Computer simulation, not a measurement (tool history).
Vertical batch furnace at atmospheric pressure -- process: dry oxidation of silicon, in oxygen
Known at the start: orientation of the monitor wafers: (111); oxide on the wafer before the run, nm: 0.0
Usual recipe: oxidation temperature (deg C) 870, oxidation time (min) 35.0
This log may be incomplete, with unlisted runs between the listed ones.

| run | hour | oxidation temperature (deg C) | oxidation time (min) | read-back reference wafer on the same gauge, thickness | oxide thickness on the monitor wafer (nm) |
|---|---|---|---|---|---|
| 1 | 0.0 | 888 | 35.0 | 17.09 | 18.85 |
| 2 | 13.8 | 888 | 35.0 | 17.09 | 19.07 |
| 3 | 25.0 | 888 | 35.0 | 17.08 | 18.92 |
| 4 | 34.6 | 870 | 46.5 | 17.10 | 19.06 |
| 5 | 50.8 | 870 | 35.0 | 17.11 | 15.53 |
| 6 | 59.7 | 870 | 35.0 | 17.08 | 15.53 |
| 7 | 76.5 | 870 | 35.0 | 17.08 | 15.57 |
| 8 | 83.2 | 870 | 35.0 | 17.09 | 15.63 |
|  | 103.7 | gauge calibrated |
|  | 110.5 | thermocouples replaced and temperature profile calibrated |
| 9 | 111.0 | 883 | 35.0 | 17.10 | 17.92 |
| 10 | 114.8 | 857 | 50.0 | 17.11 | 17.38 |
| 11 | 122.5 | 877 | 35.0 | 17.09 | 16.83 |
| 12 | 140.0 | 870 | 50.5 | 17.09 | 20.01 |
|  | 181.3 | boat lift adjusted |
| 13 | 189.4 | 870 | 35.0 | 17.09 | 15.52 |
| 14 | 205.9 | 870 | 35.0 | 17.09 | 15.44 |
| 15 | 212.4 | 870 | 46.0 | 17.09 | 18.89 |
| 16 | 220.7 | 870 | 35.0 | 17.08 | 15.52 |
| 17 | 237.2 | 847 | 35.0 | 17.11 | 11.81 |

Branching from run 17: 3 alternative next runs. What would each branch give?
| A | 241.2 | 870 | 51.0 | ? | ? |
| B | 241.2 | 881 | 20.0 | ? | ? |
| C | 241.2 | 853 | 41.5 | ? | ? |

| run | read-back reference wafer on the same gauge, thickness | oxide thickness on the monitor wafer (nm) |
|---|---|---|
| A | 17.11 | 20.27 |
| B | 17.11 | 11.72 |
| C | 17.11 | 14.37 |
Had the tool no hidden state, the same runs would have come out as:
| run | oxide thickness on the monitor wafer (nm) |
|---|---|
| A | 20.27 |
| B | 11.72 |
| C | 14.37 |

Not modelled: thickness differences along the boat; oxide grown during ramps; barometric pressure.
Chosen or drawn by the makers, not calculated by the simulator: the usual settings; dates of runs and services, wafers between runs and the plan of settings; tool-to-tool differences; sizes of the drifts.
